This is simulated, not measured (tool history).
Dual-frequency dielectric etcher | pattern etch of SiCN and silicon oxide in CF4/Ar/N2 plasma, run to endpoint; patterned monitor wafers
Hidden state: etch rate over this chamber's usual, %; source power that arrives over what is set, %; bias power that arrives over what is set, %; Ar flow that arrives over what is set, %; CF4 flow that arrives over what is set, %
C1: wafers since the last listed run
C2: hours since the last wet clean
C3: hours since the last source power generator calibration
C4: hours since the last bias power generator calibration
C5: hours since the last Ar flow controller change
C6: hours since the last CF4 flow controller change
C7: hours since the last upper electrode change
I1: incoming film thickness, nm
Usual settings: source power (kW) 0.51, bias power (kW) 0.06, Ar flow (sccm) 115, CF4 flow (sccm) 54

run 1 hour=0 | source_power_(kW)=0.51 bias_power_(kW)=0.05 Ar_flow_(sccm)=115 CF4_flow_(sccm)=54 | C1=0 C2=371.1 C3=3221.6 C4=4124.7 C5=1882.2 C6=2356 C7=2822.9 | I1=14.74 | endpoint_time_(s)=18.5
run 2 hour=28.7 | source_power_(kW)=0.51 bias_power_(kW)=0.06 Ar_flow_(sccm)=115 CF4_flow_(sccm)=54 | C1=340 C2=399.8 C3=3250.3 C4=4153.4 C5=1910.9 C6=2384.7 C7=2851.6 | I1=14.64 | endpoint_time_(s)=17.4
run 3 hour=61.3 | source_power_(kW)=0.51 bias_power_(kW)=0.06 Ar_flow_(sccm)=115 CF4_flow_(sccm)=54 | C1=387 C2=432.4 C3=3282.9 C4=4186 C5=1943.5 C6=2417.3 C7=2884.2 | I1=14.82 | endpoint_time_(s)=17.6
run 4 hour=85.5 | source_power_(kW)=0.51 bias_power_(kW)=0.052 Ar_flow_(sccm)=115 CF4_flow_(sccm)=54 | C1=287 C2=456.6 C3=3307.1 C4=4210.2 C5=1967.7 C6=2441.5 C7=2908.4 | I1=14.79 | endpoint_time_(s)=18.2
run 5 hour=119.7 | source_power_(kW)=0.51 bias_power_(kW)=0.052 Ar_flow_(sccm)=115 CF4_flow_(sccm)=54 | C1=406 C2=490.8 C3=3341.3 C4=4244.4 C5=2001.9 C6=2475.7 C7=2942.6 | I1=14.74 | endpoint_time_(s)=18.1
run 6 hour=138 | source_power_(kW)=0.51 bias_power_(kW)=0.06 Ar_flow_(sccm)=115 CF4_flow_(sccm)=54 | C1=217 C2=509.1 C3=3359.6 C4=4262.7 C5=2020.2 C6=2494 C7=2960.9 | I1=14.71 | endpoint_time_(s)=17.3
run 7 hour=168.4 | source_power_(kW)=0.51 bias_power_(kW)=0.06 Ar_flow_(sccm)=135 CF4_flow_(sccm)=54 | C1=361 C2=539.5 C3=3390 C4=4293.1 C5=2050.6 C6=2524.4 C7=2991.3 | I1=14.79 | endpoint_time_(s)=18
-- hour=204.1 wet clean of the chamber
run 8 hour=204.6 | source_power_(kW)=0.51 bias_power_(kW)=0.06 Ar_flow_(sccm)=115 CF4_flow_(sccm)=54 | C1=144 C2=0.5 C3=3426.2 C4=4329.3 C5=2086.8 C6=2560.6 C7=3027.5 | I1=14.83 | endpoint_time_(s)=17.9
run 9 hour=204.9 | source_power_(kW)=0.51 bias_power_(kW)=0.06 Ar_flow_(sccm)=115 CF4_flow_(sccm)=54 | C1=3 C2=0.8 C3=3426.5 C4=4329.6 C5=2087.1 C6=2560.9 C7=3027.8 | I1=14.79 | endpoint_time_(s)=18.1
run 10 hour=228.7 | source_power_(kW)=0.51 bias_power_(kW)=0.06 Ar_flow_(sccm)=115 CF4_flow_(sccm)=54 | C1=282 C2=24.6 C3=3450.3 C4=4353.4 C5=2110.9 C6=2584.7 C7=3051.6 | I1=14.82 | endpoint_time_(s)=18
-- hour=244.6 Ar flow controller replaced
run 11 hour=245.1 | source_power_(kW)=0.51 bias_power_(kW)=0.06 Ar_flow_(sccm)=115 CF4_flow_(sccm)=49 | C1=123 C2=41 C3=3466.7 C4=4369.8 C5=0.5 C6=2601.1 C7=3068 | I1=14.92 | endpoint_time_(s)=18.4
run 12 hour=278.1 | source_power_(kW)=0.51 bias_power_(kW)=0.056 Ar_flow_(sccm)=91 CF4_flow_(sccm)=54 | C1=391 C2=74 C3=3499.7 C4=4402.8 C5=33.5 C6=2634.1 C7=3101 | I1=14.79 | endpoint_time_(s)=17.7
-- hour=323.9 upper electrode replaced
run 13 hour=324.4 | source_power_(kW)=0.61 bias_power_(kW)=0.052 Ar_flow_(sccm)=115 CF4_flow_(sccm)=54 | C1=264 C2=120.3 C3=3546 C4=4449.1 C5=79.8 C6=2680.4 C7=0.5 | I1=14.81 | endpoint_time_(s)=15.6
-- hour=339.7 source power generator calibrated
run 14 hour=340.2 | source_power_(kW)=0.51 bias_power_(kW)=0.06 Ar_flow_(sccm)=97 CF4_flow_(sccm)=54 | C1=140 C2=136.1 C3=0.5 C4=4464.9 C5=95.6 C6=2696.2 C7=16.3 | I1=14.81 | endpoint_time_(s)=17.2
run 15 hour=357.4 | source_power_(kW)=0.51 bias_power_(kW)=0.053 Ar_flow_(sccm)=115 CF4_flow_(sccm)=54 | C1=204 C2=153.3 C3=17.7 C4=4482.1 C5=112.8 C6=2713.4 C7=33.5 | I1=14.83 | endpoint_time_(s)=18.5
run 16 hour=391.1 | source_power_(kW)=0.51 bias_power_(kW)=0.06 Ar_flow_(sccm)=115 CF4_flow_(sccm)=54 | C1=400 C2=187 C3=51.4 C4=4515.8 C5=146.5 C6=2747.1 C7=67.2 | I1=14.77 | endpoint_time_(s)=18
-- hour=414 bias power generator calibrated
run 17 hour=416 | source_power_(kW)=0.51 bias_power_(kW)=0.06 Ar_flow_(sccm)=115 CF4_flow_(sccm)=54 | C1=248 C2=211.9 C3=76.3 C4=2 C5=171.4 C6=2772 C7=92.1 | I1=14.66 | endpoint_time_(s)=17.8
run 18 hour=429.8 | source_power_(kW)=0.57 bias_power_(kW)=0.071 Ar_flow_(sccm)=115 CF4_flow_(sccm)=44 | C1=163 C2=225.7 C3=90.1 C4=15.8 C5=185.2 C6=2785.8 C7=105.9 | I1=15.11 | endpoint_time_(s)=15.4
-- hour=437.5 CF4 flow controller replaced
run 19 hour=462.1 | source_power_(kW)=0.51 bias_power_(kW)=0.06 Ar_flow_(sccm)=115 CF4_flow_(sccm)=54 | C1=312 C2=258 C3=122.4 C4=48.1 C5=217.5 C6=24.6 C7=138.2 | I1=14.95 | endpoint_time_(s)=17.8
run 20 hour=481.8 | source_power_(kW)=0.51 bias_power_(kW)=0.06 Ar_flow_(sccm)=115 CF4_flow_(sccm)=54 | C1=234 C2=277.7 C3=142.1 C4=67.8 C5=237.2 C6=44.3 C7=157.9 | I1=14.73 | endpoint_time_(s)=17.6
run 21 hour=517.3 | source_power_(kW)=0.6 bias_power_(kW)=0.065 Ar_flow_(sccm)=126 CF4_flow_(sccm)=66 | C1=421 C2=313.2 C3=177.6 C4=103.3 C5=272.7 C6=79.8 C7=193.4 | I1=14.88 | endpoint_time_(s)=14.2
run 22 hour=543.1 | source_power_(kW)=0.51 bias_power_(kW)=0.06 Ar_flow_(sccm)=106 CF4_flow_(sccm)=67 | C1=306 C2=339 C3=203.4 C4=129.1 C5=298.5 C6=105.6 C7=219.2 | I1=14.76 | endpoint_time_(s)=16.6
run 23 hour=581.5 | source_power_(kW)=0.51 bias_power_(kW)=0.06 Ar_flow_(sccm)=115 CF4_flow_(sccm)=54 | C1=456 C2=377.4 C3=241.8 C4=167.5 C5=336.9 C6=144 C7=257.6 | I1=14.87 | endpoint_time_(s)=17.5
run 24 hour=595.4 | source_power_(kW)=0.51 bias_power_(kW)=0.06 Ar_flow_(sccm)=115 CF4_flow_(sccm)=54 | C1=165 C2=391.3 C3=255.7 C4=181.4 C5=350.8 C6=157.9 C7=271.5 | I1=14.86 | endpoint_time_(s)=17.9
run 25 hour=623.6 | source_power_(kW)=0.51 bias_power_(kW)=0.074 Ar_flow_(sccm)=115 CF4_flow_(sccm)=54 | C1=334 C2=419.5 C3=283.9 C4=209.6 C5=379 C6=186.1 C7=299.7 | I1=14.73 | endpoint_time_(s)=16.2

Forecast each of these 3 alternatives for the next run:
run A hour=624 | source_power_(kW)=0.51 bias_power_(kW)=0.06 Ar_flow_(sccm)=91 CF4_flow_(sccm)=54 | C1=4 C2=419.9 C3=284.3 C4=210 C5=379.4 C6=186.5 C7=300.1 | I1=14.72 | endpoint_time_(s)=?
run B hour=624 | source_power_(kW)=0.6 bias_power_(kW)=0.06 Ar_flow_(sccm)=101 CF4_flow_(sccm)=49 | C1=4 C2=419.9 C3=284.3 C4=210 C5=379.4 C6=186.5 C7=300.1 | I1=14.72 | endpoint_time_(s)=?
run C hour=624 | source_power_(kW)=0.51 bias_power_(kW)=0.071 Ar_flow_(sccm)=115 CF4_flow_(sccm)=44 | C1=4 C2=419.9 C3=284.3 C4=210 C5=379.4 C6=186.5 C7=300.1 | I1=14.72 | endpoint_time_(s)=?

run=A endpoint_time_(s)=16.9
run=B endpoint_time_(s)=14.5
run=C endpoint_time_(s)=17
Without the tool's hidden state the same runs would have given:
run=A endpoint_time_(s)=17.3
run=B endpoint_time_(s)=14.9
run=C endpoint_time_(s)=17.4
